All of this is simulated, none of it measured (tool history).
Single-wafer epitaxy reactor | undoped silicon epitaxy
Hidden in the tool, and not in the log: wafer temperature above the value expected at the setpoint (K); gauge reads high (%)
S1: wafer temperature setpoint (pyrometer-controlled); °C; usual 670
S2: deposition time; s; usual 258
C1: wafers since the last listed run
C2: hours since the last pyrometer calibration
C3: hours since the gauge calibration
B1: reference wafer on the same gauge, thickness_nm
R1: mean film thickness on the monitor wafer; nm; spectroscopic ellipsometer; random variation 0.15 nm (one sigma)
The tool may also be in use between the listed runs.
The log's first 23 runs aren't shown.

run    hour   S1   S2   C1     C2     C3      B1      R1
 24  1289.9  656  258  311  295.0  128.4  53.942  48.651
 25  1334.7  666  306  308  339.8  173.2  53.932  70.587
 26  1365.6  670  308  212  370.7  204.1  53.940  76.845
 27  1435.7  681  292  482  440.8  274.2  53.942  90.343
 28  1500.9  670  258  449  506.0  339.4  53.907  64.312
 29  1538.7  670  258  260  543.8  377.2  53.900  64.175
 30  1602.2  681  208  437  607.3  440.7  53.864  64.339
 31  1657.3  657  209  379  662.4  495.8  53.886  40.255

Forecast each of these 5 alternatives for the next run:
  A  1657.8  670  258   3  662.9  496.3   ?   ?
  B  1657.8  658  210   3  662.9  496.3   ?   ?
  C  1657.8  674  229   3  662.9  496.3   ?   ?
  D  1657.8  683  258   3  662.9  496.3   ?   ?
  E  1657.8  675  300   3  662.9  496.3   ?   ?

run      B1      R1
  A  53.870  64.460
  B  53.870  41.335
  C  53.870  61.871
  D  53.870  82.934
  E  53.870  82.646
Without the tool's hidden state the same runs would have given:
run      R1
  A  64.493
  B  41.356
  C  61.902
  D  82.976
  E  82.687

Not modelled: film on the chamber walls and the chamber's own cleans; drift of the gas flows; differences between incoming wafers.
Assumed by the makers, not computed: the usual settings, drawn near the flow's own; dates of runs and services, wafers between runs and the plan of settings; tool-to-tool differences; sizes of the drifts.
